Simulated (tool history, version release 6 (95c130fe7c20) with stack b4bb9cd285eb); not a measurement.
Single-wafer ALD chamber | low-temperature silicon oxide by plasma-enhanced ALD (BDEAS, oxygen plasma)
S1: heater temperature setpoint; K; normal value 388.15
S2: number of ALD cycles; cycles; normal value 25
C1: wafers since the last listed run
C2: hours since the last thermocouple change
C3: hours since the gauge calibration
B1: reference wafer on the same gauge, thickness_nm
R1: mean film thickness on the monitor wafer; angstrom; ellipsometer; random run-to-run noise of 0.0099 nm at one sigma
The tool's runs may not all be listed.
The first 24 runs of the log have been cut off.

Run 25, hour 1260.8: usual settings; C1 239; C2 1748.4; C3 81.2; B1 3.083. Result: R1 35.05 angstrom.
Run 26, hour 1326.4: usual settings but S1 381.15 K, S2 23 cycles; C1 377; C2 1814.0; C3 146.8; B1 3.080. Result: R1 32.52 angstrom.
Run 27, hour 1354.5: usual settings; C1 161; C2 1842.1; C3 174.9; B1 3.081. Result: R1 35.17 angstrom.
Run 28, hour 1422.6: usual settings; C1 391; C2 1910.2; C3 243.0; B1 3.079. Result: R1 34.99 angstrom.
Run 29, hour 1487.3: usual settings but S1 393.15 K, S2 23 cycles; C1 372; C2 1974.9; C3 307.7; B1 3.079. Result: R1 32.00 angstrom.
Run 30, hour 1515.4: usual settings but S1 380.15 K; C1 161; C2 2003.0; C3 335.8; B1 3.078. Result: R1 35.34 angstrom.
At hour 1535.0: thermocouple changed; heater temperature recalibrated.
Run 31, hour 1550.6: usual settings but S1 400.15 K, S2 21 cycles; C1 156; C2 15.6; C3 371.0; B1 3.083. Result: R1 28.86 angstrom.
Run 32, hour 1610.7: usual settings but S1 400.15 K, S2 23 cycles; C1 345; C2 75.7; C3 431.1; B1 3.082. Result: R1 31.66 angstrom.
Run 33, hour 1669.1: usual settings but S1 396.15 K, S2 21 cycles; C1 336; C2 134.1; C3 489.5; B1 3.079. Result: R1 29.09 angstrom.
Run 34, hour 1705.3: usual settings but S2 30 cycles; C1 208; C2 170.3; C3 525.7; B1 3.083. Result: R1 42.13 angstrom.
Run 35, hour 1746.2: usual settings but S1 373.15 K, S2 22 cycles; C1 235; C2 211.2; C3 566.6; B1 3.080. Result: R1 31.61 angstrom.
Run 36, hour 1795.7: usual settings but S1 398.15 K, S2 29 cycles; C1 284; C2 260.7; C3 616.1; B1 3.081. Result: R1 40.01 angstrom.
Run 37, hour 1820.3: usual settings but S1 374.15 K, S2 28 cycles; C1 141; C2 285.3; C3 640.7; B1 3.081. Result: R1 40.21 angstrom.
Run 38, hour 1860.4: usual settings but S1 382.15 K, S2 28 cycles; C1 230; C2 325.4; C3 680.8; B1 3.081. Result: R1 39.80 angstrom.
Run 39, hour 1888.1: usual settings but S1 378.15 K, S2 29 cycles; C1 159; C2 353.1; C3 708.5; B1 3.080. Result: R1 41.27 angstrom.
Run 40, hour 1983.6: usual settings but S1 401.15 K, S2 27 cycles; C1 549; C2 448.6; C3 804.0; B1 3.081. Result: R1 37.06 angstrom.
Run 41, hour 2120.1: usual settings; C1 785; C2 585.1; C3 940.5; B1 3.079. Result: R1 35.07 angstrom.
Run 42, hour 2234.1: usual settings but S1 377.15 K; C1 656; C2 699.1; C3 1054.5; B1 3.078. Result: R1 35.77 angstrom.
Run 43, hour 2275.2: usual settings but S1 397.15 K, S2 30 cycles; C1 236; C2 740.2; C3 1095.6; B1 3.080. Result: R1 41.42 angstrom.
Run 44, hour 2330.3: usual settings; C1 317; C2 795.3; C3 1150.7; B1 3.081. Result: R1 34.83 angstrom.
Run 45, hour 2402.0: usual settings but S2 20 cycles; C1 412; C2 867.0; C3 1222.4; B1 3.080. Result: R1 27.89 angstrom.
Run 46, hour 2455.1: usual settings but S1 383.15 K, S2 29 cycles; C1 305; C2 920.1; C3 1275.5; B1 3.080. Result: R1 40.97 angstrom.

Predict each of these 3 candidate next runs independently; none follows another, all start after run 46:
Run A, hour 2455.5: usual settings; C1 2; C2 920.5; C3 1275.9; B1 ?. Result: R1 ?.
Run B, hour 2455.5: usual settings but S1 393.15 K, S2 20 cycles; C1 2; C2 920.5; C3 1275.9; B1 ?. Result: R1 ?.
Run C, hour 2455.5: usual settings but S2 22 cycles; C1 2; C2 920.5; C3 1275.9; B1 ?. Result: R1 ?.

run     B1     R1
  A  3.080  34.90
  B  3.080  27.68
  C  3.080  30.71
With no hidden state in the tool, these same runs would have given:
run     R1
  A  34.90
  B  27.68
  C  30.71

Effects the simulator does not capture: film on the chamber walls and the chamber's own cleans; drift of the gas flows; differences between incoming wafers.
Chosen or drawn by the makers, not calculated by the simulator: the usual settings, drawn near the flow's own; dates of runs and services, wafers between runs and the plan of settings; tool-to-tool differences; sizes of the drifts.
